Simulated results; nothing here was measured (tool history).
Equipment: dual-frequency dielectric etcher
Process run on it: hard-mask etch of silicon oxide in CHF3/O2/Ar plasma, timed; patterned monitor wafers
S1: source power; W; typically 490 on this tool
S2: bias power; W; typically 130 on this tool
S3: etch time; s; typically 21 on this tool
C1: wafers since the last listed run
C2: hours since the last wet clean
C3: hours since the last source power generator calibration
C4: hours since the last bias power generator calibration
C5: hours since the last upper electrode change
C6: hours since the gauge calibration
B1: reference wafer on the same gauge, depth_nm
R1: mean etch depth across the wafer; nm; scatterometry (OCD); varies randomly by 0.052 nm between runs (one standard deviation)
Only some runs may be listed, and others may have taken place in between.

{"run": 1, "hour": 0.0, "S1": 490, "S2": 130, "S3": 21, "C1": 0, "C2": 199, "C3": 2669, "C4": 2653.1, "C5": 4786.8, "C6": 267, "B1": 37.92, "R1": 33.81}
{"run": 2, "hour": 34.8, "S1": 490, "S2": 130, "S3": 21, "C1": 334, "C2": 233.8, "C3": 2703.8, "C4": 2687.9, "C5": 4821.6, "C6": 301.8, "B1": 37.89, "R1": 33.85}
{"run": 3, "hour": 72.8, "S1": 560, "S2": 154, "S3": 21, "C1": 365, "C2": 271.8, "C3": 2741.8, "C4": 2725.9, "C5": 4859.6, "C6": 339.8, "B1": 37.88, "R1": 37.95}
{"run": 4, "hour": 123.5, "S1": 490, "S2": 130, "S3": 21, "C1": 487, "C2": 322.5, "C3": 2792.5, "C4": 2776.6, "C5": 4910.3, "C6": 390.5, "B1": 37.89, "R1": 33.87}
{"hour": 153.7, "done": "gauge calibrated"}
{"run": 5, "hour": 183.7, "S1": 490, "S2": 130, "S3": 21, "C1": 578, "C2": 382.7, "C3": 2852.7, "C4": 2836.8, "C5": 4970.5, "C6": 30, "B1": 37.89, "R1": 33.82}
{"hour": 208.0, "done": "upper electrode replaced"}
{"run": 6, "hour": 234.2, "S1": 490, "S2": 130, "S3": 21, "C1": 254, "C2": 433.2, "C3": 2903.2, "C4": 2887.3, "C5": 26.2, "C6": 80.5, "B1": 37.89, "R1": 33.97}
{"hour": 309.5, "done": "wet clean of the chamber"}
{"run": 7, "hour": 310.0, "S1": 490, "S2": 130, "S3": 21, "C1": 498, "C2": 0.5, "C3": 2979, "C4": 2963.1, "C5": 102, "C6": 156.3, "B1": 37.93, "R1": 33.33}
{"run": 8, "hour": 329.1, "S1": 560, "S2": 115, "S3": 21, "C1": 183, "C2": 19.6, "C3": 2998.1, "C4": 2982.2, "C5": 121.1, "C6": 175.4, "B1": 37.92, "R1": 34.34}
{"hour": 353.4, "done": "bias power generator calibrated"}
{"run": 9, "hour": 379.5, "S1": 490, "S2": 130, "S3": 21, "C1": 446, "C2": 70, "C3": 3048.5, "C4": 26.1, "C5": 171.5, "C6": 225.8, "B1": 37.91, "R1": 33.42}
{"run": 10, "hour": 425.9, "S1": 600, "S2": 162, "S3": 21, "C1": 446, "C2": 116.4, "C3": 3094.9, "C4": 72.5, "C5": 217.9, "C6": 272.2, "B1": 37.9, "R1": 39.53}
{"run": 11, "hour": 468.2, "S1": 490, "S2": 130, "S3": 17, "C1": 406, "C2": 158.7, "C3": 3137.2, "C4": 114.8, "C5": 260.2, "C6": 314.5, "B1": 37.9, "R1": 27.05}
{"hour": 508.6, "done": "source power generator calibrated"}
{"hour": 528.1, "done": "gauge calibrated"}
{"run": 12, "hour": 535.3, "S1": 450, "S2": 118, "S3": 24.5, "C1": 606, "C2": 225.8, "C3": 26.7, "C4": 181.9, "C5": 327.3, "C6": 7.2, "B1": 37.89, "R1": 37.67}
{"run": 13, "hour": 598.2, "S1": 490, "S2": 150, "S3": 16.5, "C1": 604, "C2": 288.7, "C3": 89.6, "C4": 244.8, "C5": 390.2, "C6": 70.1, "B1": 37.89, "R1": 28.53}
{"run": 14, "hour": 669.6, "S1": 430, "S2": 149, "S3": 24, "C1": 686, "C2": 360.1, "C3": 161, "C4": 316.2, "C5": 461.6, "C6": 141.5, "B1": 37.91, "R1": 38.73}

For each entry between runs, how does the tool's hidden state at the last listed run before it compare with that at the first listed run after it?
From run 4 to run 5: gauge calibrated (hour 153.7)
  etch rate over this chamber's usual, %: 1.09 -> 1.3; source power that arrives over what is set, %: -4.88 -> -5.07
  measured minus no-state result, R1: -0.48 -> -0.45 nm
From run 5 to run 6: upper electrode replaced (hour 208)
  etch rate over this chamber's usual, %: 1.3 -> 1.49; source power that arrives over what is set, %: -5.07 -> -5.24
  measured minus no-state result, R1: -0.45 -> -0.41 nm
From run 6 to run 7: wet clean of the chamber (hour 309.5)
  etch rate over this chamber's usual, %: 1.49 -> -0.0921; source power that arrives over what is set, %: -5.24 -> -5.49
  measured minus no-state result, R1: -0.41 -> -0.99 nm
From run 8 to run 9: bias power generator calibrated (hour 353.4)
  etch rate over this chamber's usual, %: -0.0237 -> 0.157; source power that arrives over what is set, %: -5.56 -> -5.73
  measured minus no-state result, R1: -1.01 -> -0.94 nm
From run 11 to run 12: source power generator calibrated (hour 508.6); gauge calibrated (hour 528.1)
  etch rate over this chamber's usual, %: 0.474 -> 0.715; source power that arrives over what is set, %: -6.04 -> 0.0823
  measured minus no-state result, R1: -0.72 -> +0.28 nm
